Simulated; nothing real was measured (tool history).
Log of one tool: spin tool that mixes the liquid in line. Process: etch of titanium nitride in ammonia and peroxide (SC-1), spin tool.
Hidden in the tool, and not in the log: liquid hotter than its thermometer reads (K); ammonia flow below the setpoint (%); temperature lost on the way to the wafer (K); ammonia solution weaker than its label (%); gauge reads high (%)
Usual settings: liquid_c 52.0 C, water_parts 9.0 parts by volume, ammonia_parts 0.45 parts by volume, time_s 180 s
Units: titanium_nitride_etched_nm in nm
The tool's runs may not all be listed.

run   hour  liquid_c  water_parts  ammonia_parts  time_s  wafers since the last listed run  hours since the thermometer was replaced  hours since the ammonia flow meter was replaced  hours since the heated supply line was repaired  hours since the drum of ammonia solution was connected  hours since the gauge calibration  read-back film thickness of the titanium nitride reference wafer, read on the same gauge (nm)  titanium_nitride_etched_nm
  1    0.0      52.0         10.5           0.45     180                                 0                                    1870.8                                            553.9                                           2181.2                                                   670.6                              318.9                                                                                         109.98                        9.17
  2   61.5      52.0         11.0           0.45     180                               254                                    1932.3                                            615.4                                           2242.7                                                   732.1                              380.4                                                                                         109.98                        9.12
  3   94.2      52.0         11.0           0.45     180                               135                                    1965.0                                            648.1                                           2275.4                                                   764.8                              413.1                                                                                         110.03                        8.86
     109.1  -- new drum of ammonia solution connected
  4  116.7      57.5          9.0           0.45     180                                89                                    1987.5                                            670.6                                           2297.9                                                     7.6                              435.6                                                                                         109.94                       14.50
  5  134.5      57.5          9.0           0.45     180                                73                                    2005.3                                            688.4                                           2315.7                                                    25.4                              453.4                                                                                         109.99                       14.68
  6  160.8      52.0          9.0           0.45     180                               109                                    2031.6                                            714.7                                           2342.0                                                    51.7                              479.7                                                                                         110.01                       10.01
  7  179.6      52.0          9.0           0.45     180                                77                                    2050.4                                            733.5                                           2360.8                                                    70.5                              498.5                                                                                         109.99                        9.87
  8  202.4      52.0          9.0           0.45     240                                94                                    2073.2                                            756.3                                           2383.6                                                    93.3                              521.3                                                                                         109.99                       13.04
  9  215.1      52.0          9.0           0.45     240                                52                                    2085.9                                            769.0                                           2396.3                                                   106.0                              534.0                                                                                         109.99                       13.10
     243.0  -- gauge calibrated
 10  249.3      52.0          9.0           0.65     180                               141                                    2120.1                                            803.2                                           2430.5                                                   140.2                                6.3                                                                                         109.97                       10.47
 11  270.7      52.0          9.0           0.60     120                                88                                    2141.5                                            824.6                                           2451.9                                                   161.6                               27.7                                                                                         109.98                        6.94
     277.1  -- ammonia flow meter replaced
 12  290.6      52.0          9.0           0.45     180                                78                                    2161.4                                             13.5                                           2471.8                                                   181.5                               47.6                                                                                         109.97                        9.74
     301.3  -- thermometer replaced
 13  303.1      52.0         10.5           0.45     180                                47                                       1.8                                             26.0                                           2484.3                                                   194.0                               60.1                                                                                         109.96                        8.96
 14  330.0      61.0          9.0           0.60     275                               111                                      28.7                                             52.9                                           2511.2                                                   220.9                               87.0                                                                                         110.02                       28.96
 15  354.6      52.0          9.0           0.45     180                               101                                      53.3                                             77.5                                           2535.8                                                   245.5                              111.6                                                                                         109.99                        9.51
 16  381.3      47.5         11.0           0.45     180                               110                                      80.0                                            104.2                                           2562.5                                                   272.2                              138.3                                                                                         109.98                        6.28
     404.4  -- heated supply line repaired
 17  409.6      52.0          9.0           0.45     180                               113                                     108.3                                            132.5                                              5.2                                                   300.5                              166.6                                                                                         109.97                       12.66
 18  423.5      52.0          9.0           0.45     180                                57                                     122.2                                            146.4                                             19.1                                                   314.4                              180.5                                                                                         110.01                       12.63
 19  440.6      52.0          9.0           0.45     265                                70                                     139.3                                            163.5                                             36.2                                                   331.5                              197.6                                                                                         110.01                       18.79
 20  472.4      52.0          6.0           0.30      90                               131                                     171.1                                            195.3                                             68.0                                                   363.3                              229.4                                                                                         109.99                        7.24
 21  490.3      56.5          9.0           0.45     265                                74                                     189.0                                            213.2                                             85.9                                                   381.2                              247.3                                                                                         109.99                       25.28
 22  518.8      52.0          9.0           0.45     110                               118                                     217.5                                            241.7                                            114.4                                                   409.7                              275.8                                                                                         110.02                        7.60
 23  548.1      52.0          9.0           0.45     235                               121                                     246.8                                            271.0                                            143.7                                                   439.0                              305.1                                                                                         110.02                       16.16

5 ways to go on from here, each from the tool as it stands after run 23. What would each give?
  A  548.6      52.0          9.0           0.45     230                                 2                                     247.3                                            271.5                                            144.2                                                   439.5                              305.6                                                                                              ?                           ?
  B  548.6      52.0          9.0           0.60     180                                 2                                     247.3                                            271.5                                            144.2                                                   439.5                              305.6                                                                                              ?                           ?
  C  548.6      56.0          9.0           0.50     245                                 2                                     247.3                                            271.5                                            144.2                                                   439.5                              305.6                                                                                              ?                           ?
  D  548.6      52.0          9.0           0.55     220                                 2                                     247.3                                            271.5                                            144.2                                                   439.5                              305.6                                                                                              ?                           ?
  E  548.6      46.5         12.5           0.60     105                                 2                                     247.3                                            271.5                                            144.2                                                   439.5                              305.6                                                                                              ?                           ?

run  read-back film thickness of the titanium nitride reference wafer, read on the same gauge (nm)  titanium_nitride_etched_nm
  A                                                                                         110.01                       16.03
  B                                                                                         110.01                       13.18
  C                                                                                         110.01                       22.84
  D                                                                                         110.01                       15.87
  E                                                                                         110.01                        4.40
Without the tool's hidden state the same runs would have given:
run  titanium_nitride_etched_nm
  A                       16.32
  B                       13.42
  C                       23.24
  D                       16.16
  E                        4.49
